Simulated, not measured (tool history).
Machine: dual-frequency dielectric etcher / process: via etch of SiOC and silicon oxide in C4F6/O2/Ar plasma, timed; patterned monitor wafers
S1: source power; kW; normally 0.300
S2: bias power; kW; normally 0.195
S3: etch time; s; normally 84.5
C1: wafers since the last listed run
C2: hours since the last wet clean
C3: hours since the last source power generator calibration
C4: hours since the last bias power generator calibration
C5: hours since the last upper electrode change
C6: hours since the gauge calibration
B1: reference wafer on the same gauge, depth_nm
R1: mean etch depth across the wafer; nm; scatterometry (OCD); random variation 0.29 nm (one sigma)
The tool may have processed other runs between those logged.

| run | hour | S1 | S2 | S3 | C1 | C2 | C3 | C4 | C5 | C6 | B1 | R1 |
|---|---|---|---|---|---|---|---|---|---|---|---|---|
| 1 | 0.0 | 0.300 | 0.195 | 84.5 | 0 | 59.6 | 3383.0 | 1049.9 | 2413.6 | 437.4 | 69.3 | 75.3 |
| 2 | 84.0 | 0.300 | 0.195 | 84.5 | 822 | 143.6 | 3467.0 | 1133.9 | 2497.6 | 521.4 | 69.4 | 75.5 |
|  | 379.1 | wet clean of the chamber |
| 3 | 402.9 | 0.300 | 0.195 | 84.5 | 2888 | 23.8 | 3785.9 | 1452.8 | 2816.5 | 840.3 | 69.4 | 75.5 |
| 4 | 456.4 | 0.300 | 0.195 | 84.5 | 523 | 77.3 | 3839.4 | 1506.3 | 2870.0 | 893.8 | 69.5 | 75.6 |
| 5 | 710.1 | 0.300 | 0.195 | 84.5 | 2484 | 331.0 | 4093.1 | 1760.0 | 3123.7 | 1147.5 | 69.5 | 75.3 |
|  | 806.6 | wet clean of the chamber |
| 6 | 807.1 | 0.300 | 0.195 | 84.5 | 714 | 0.5 | 4190.1 | 1857.0 | 3220.7 | 1244.5 | 69.5 | 74.4 |
|  | 908.7 | source power generator calibrated |
| 7 | 909.2 | 0.300 | 0.195 | 84.5 | 960 | 102.6 | 0.5 | 1959.1 | 3322.8 | 1346.6 | 69.5 | 76.1 |
| 8 | 958.7 | 0.300 | 0.195 | 84.5 | 484 | 152.1 | 50.0 | 2008.6 | 3372.3 | 1396.1 | 69.3 | 76.1 |
| 9 | 1060.4 | 0.300 | 0.195 | 84.5 | 996 | 253.8 | 151.7 | 2110.3 | 3474.0 | 1497.8 | 69.3 | 76.7 |
|  | 1112.4 | bias power generator calibrated |
| 10 | 1152.9 | 0.300 | 0.195 | 84.5 | 866 | 346.3 | 244.2 | 40.5 | 3566.5 | 1590.3 | 69.3 | 78.5 |
| 11 | 1196.4 | 0.360 | 0.195 | 84.5 | 426 | 389.8 | 287.7 | 84.0 | 3610.0 | 1633.8 | 69.4 | 86.3 |
| 12 | 1246.3 | 0.300 | 0.195 | 84.5 | 488 | 439.7 | 337.6 | 133.9 | 3659.9 | 1683.7 | 69.3 | 77.6 |
|  | 1289.3 | wet clean of the chamber |
|  | 1308.8 | upper electrode replaced |
| 13 | 1309.3 | 0.360 | 0.221 | 84.5 | 190 | 20.0 | 400.6 | 196.9 | 0.5 | 1746.7 | 69.4 | 90.2 |
| 14 | 1351.2 | 0.300 | 0.243 | 84.5 | 410 | 61.9 | 442.5 | 238.8 | 42.4 | 1788.6 | 69.5 | 83.6 |
| 15 | 1387.9 | 0.370 | 0.182 | 67.0 | 359 | 98.6 | 479.2 | 275.5 | 79.1 | 1825.3 | 69.4 | 67.8 |
| 16 | 1455.6 | 0.350 | 0.195 | 103.0 | 663 | 166.3 | 546.9 | 343.2 | 146.8 | 1893.0 | 69.4 | 103.4 |
| 17 | 1597.8 | 0.250 | 0.195 | 59.5 | 1392 | 308.5 | 689.1 | 485.4 | 289.0 | 2035.2 | 69.4 | 48.3 |
| 18 | 1653.2 | 0.300 | 0.195 | 67.5 | 542 | 363.9 | 744.5 | 540.8 | 344.4 | 2090.6 | 69.4 | 61.3 |
|  | 1678.5 | gauge calibrated |
| 19 | 1702.8 | 0.300 | 0.195 | 97.5 | 485 | 413.5 | 794.1 | 590.4 | 394.0 | 24.3 | 69.4 | 88.2 |
|  | 1752.3 | wet clean of the chamber |
| 20 | 1804.7 | 0.270 | 0.243 | 84.5 | 762 | 52.4 | 896.0 | 692.3 | 495.9 | 126.2 | 69.4 | 78.6 |
| 21 | 1887.0 | 0.220 | 0.171 | 73.0 | 806 | 134.7 | 978.3 | 774.6 | 578.2 | 208.5 | 69.5 | 51.1 |
|  | 2167.5 | wet clean of the chamber |
| 22 | 2191.9 | 0.300 | 0.195 | 84.5 | 2751 | 24.4 | 1283.2 | 1079.5 | 883.1 | 513.4 | 69.5 | 77.0 |
| 23 | 2247.5 | 0.360 | 0.195 | 74.5 | 544 | 80.0 | 1338.8 | 1135.1 | 938.7 | 569.0 | 69.3 | 74.9 |
| 24 | 2304.8 | 0.360 | 0.221 | 84.5 | 561 | 137.3 | 1396.1 | 1192.4 | 996.0 | 626.3 | 69.4 | 88.5 |

Predict each of these 5 candidate next runs independently; none follows another, all start after run 24:
| A | 2305.2 | 0.300 | 0.195 | 62.5 | 3 | 137.7 | 1396.5 | 1192.8 | 996.4 | 626.7 | ? | ? |
| B | 2305.2 | 0.300 | 0.152 | 98.0 | 3 | 137.7 | 1396.5 | 1192.8 | 996.4 | 626.7 | ? | ? |
| C | 2305.2 | 0.340 | 0.231 | 84.5 | 3 | 137.7 | 1396.5 | 1192.8 | 996.4 | 626.7 | ? | ? |
| D | 2305.2 | 0.250 | 0.195 | 109.5 | 3 | 137.7 | 1396.5 | 1192.8 | 996.4 | 626.7 | ? | ? |
| E | 2305.2 | 0.250 | 0.166 | 110.0 | 3 | 137.7 | 1396.5 | 1192.8 | 996.4 | 626.7 | ? | ? |

| run | B1 | R1 |
|---|---|---|
| A | 69.3 | 56.3 |
| B | 69.3 | 80.4 |
| C | 69.3 | 87.4 |
| D | 69.3 | 87.6 |
| E | 69.3 | 82.7 |
Without the tool's unlogged condition, the same runs would have read:
| run | R1 |
|---|---|
| A | 57.9 |
| B | 82.6 |
| C | 89.8 |
| D | 90.0 |
| E | 85.0 |

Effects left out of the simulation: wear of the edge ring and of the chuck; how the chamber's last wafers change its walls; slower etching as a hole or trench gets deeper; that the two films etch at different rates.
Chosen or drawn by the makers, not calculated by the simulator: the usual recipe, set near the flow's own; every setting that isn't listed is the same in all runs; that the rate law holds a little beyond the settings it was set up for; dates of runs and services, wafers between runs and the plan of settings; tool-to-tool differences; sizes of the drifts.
